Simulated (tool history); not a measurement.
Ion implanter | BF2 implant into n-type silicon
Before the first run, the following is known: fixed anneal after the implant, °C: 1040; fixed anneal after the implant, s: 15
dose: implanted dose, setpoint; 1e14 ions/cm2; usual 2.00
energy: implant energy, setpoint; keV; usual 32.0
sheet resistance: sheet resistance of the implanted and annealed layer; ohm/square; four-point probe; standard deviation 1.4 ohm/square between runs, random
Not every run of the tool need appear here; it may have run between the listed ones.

run	hour	dose	energy	read-back reference wafer on the same gauge, sheet resistance	sheet resistance
1	0.0	2.00	32.0	528.38	473.22
2	17.9	2.00	32.0	528.30	473.45
3	53.7	2.00	32.0	527.28	472.05
4	75.7	2.00	24.5	527.00	485.93
5	118.5	2.00	24.5	525.64	484.92
6	140.0	2.00	32.0	525.54	472.95
7	168.6	2.00	32.0	524.34	468.79
8	199.8	2.00	32.0	523.40	469.60
9	232.9	2.00	32.0	523.28	465.65
10	263.4	2.00	32.0	521.74	467.54
11	296.2	2.00	32.0	521.09	464.92
# hour 313.8: gauge calibrated
12	314.0	2.00	32.0	535.44	477.83
13	347.5	2.00	32.0	536.05	481.04
14	375.6	2.27	32.0	536.13	431.16
15	425.3	1.55	24.5	535.75	613.53
16	445.0	1.40	29.0	535.45	651.98
17	471.9	2.00	32.0	535.44	482.84
18	502.0	2.23	32.0	534.97	439.20
# hour 521.7: Faraday cup replaced and dose calibrated
# hour 559.2: extraction supply calibrated
19	596.8	1.85	32.0	534.86	509.74
20	614.4	2.29	39.5	534.27	416.26
21	649.0	1.72	41.0	534.38	526.33
22	670.5	2.00	32.0	533.84	479.43
23	703.3	2.27	26.5	533.10	438.44
24	719.1	1.82	36.0	532.73	511.29
25	753.5	2.00	32.0	532.69	476.51
26	770.9	1.51	22.5	532.09	626.67
27	801.6	2.00	25.5	532.19	488.91
28	820.8	1.45	42.5	531.88	599.16
29	854.5	1.60	37.0	531.01	561.24

Branching from run 29: 4 alternative next runs. What would each branch give?
A	854.9	2.00	32.0	?	?
B	854.9	2.48	38.0	?	?
C	854.9	1.78	38.0	?	?
D	854.9	2.00	24.0	?	?

run	read-back reference wafer on the same gauge, sheet resistance	sheet resistance
A	530.88	476.56
B	530.88	390.81
C	530.88	513.97
D	530.88	492.27
Stripped of hidden state, with their random variation kept, the same runs would have yielded:
run	sheet resistance
A	482.10
B	395.35
C	519.94
D	497.99
